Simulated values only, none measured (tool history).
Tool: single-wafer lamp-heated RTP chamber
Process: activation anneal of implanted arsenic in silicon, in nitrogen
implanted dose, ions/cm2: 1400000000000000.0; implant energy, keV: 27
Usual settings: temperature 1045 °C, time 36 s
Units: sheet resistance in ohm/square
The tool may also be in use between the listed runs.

run,hour,temperature,time,"read-back reference wafer on the same gauge, sheet resistance",sheet resistance
1,0.0,1045,36,102.17,91.20
2,22.1,1045,36,102.44,91.55
3,41.8,1045,36,102.51,92.14
4,66.3,1045,36,102.71,93.28
5,88.5,1045,36,102.91,92.60
6,114.7,1045,36,102.97,93.39
7,144.8,1045,36,103.06,92.79
8,168.8,1032,23,103.15,99.12
9,193.3,1032,23,103.30,100.40
10,225.6,1032,23,103.40,100.34
# hour 254.2: reflector plate cleaned
11,254.7,1035,24,103.37,98.97
12,272.2,1045,23,103.47,97.83
13,293.7,1045,23,103.51,96.12
14,321.8,1045,23,103.50,97.48
15,339.9,1045,36,103.44,93.53
# hour 385.7: gauge calibrated
# hour 419.5: pyrometer window cleaned and pyrometer calibrated
16,444.0,1045,36,102.71,91.75
17,465.0,1053,44,102.88,88.25
18,493.3,1045,36,102.95,92.76
19,508.9,1037,25,103.03,98.11
# hour 517.3: reflector plate cleaned
20,571.7,1015,51,103.48,96.95
21,602.0,1020,24,103.52,102.55
22,617.3,1045,36,103.47,93.40
23,648.7,1045,19,103.70,99.69
24,670.1,1020,18,103.70,105.77
25,702.7,1071,21,103.79,92.74
26,722.8,1030,47,103.73,93.81
# hour 741.7: reflector plate cleaned
27,758.0,1045,36,103.93,93.25
28,771.7,1028,51,103.83,93.56
29,789.1,1059,46,103.86,88.28

Forecast each of these 3 alternatives for the next run:
A,789.5,1045,36,?,?
B,789.5,1065,46,?,?
C,789.5,1055,36,?,?

run,"read-back reference wafer on the same gauge, sheet resistance",sheet resistance
A,103.90,92.70
B,103.90,86.22
C,103.90,90.50
Without the tool's hidden state the same runs would have given:
run,sheet resistance
A,90.93
B,84.58
C,88.77
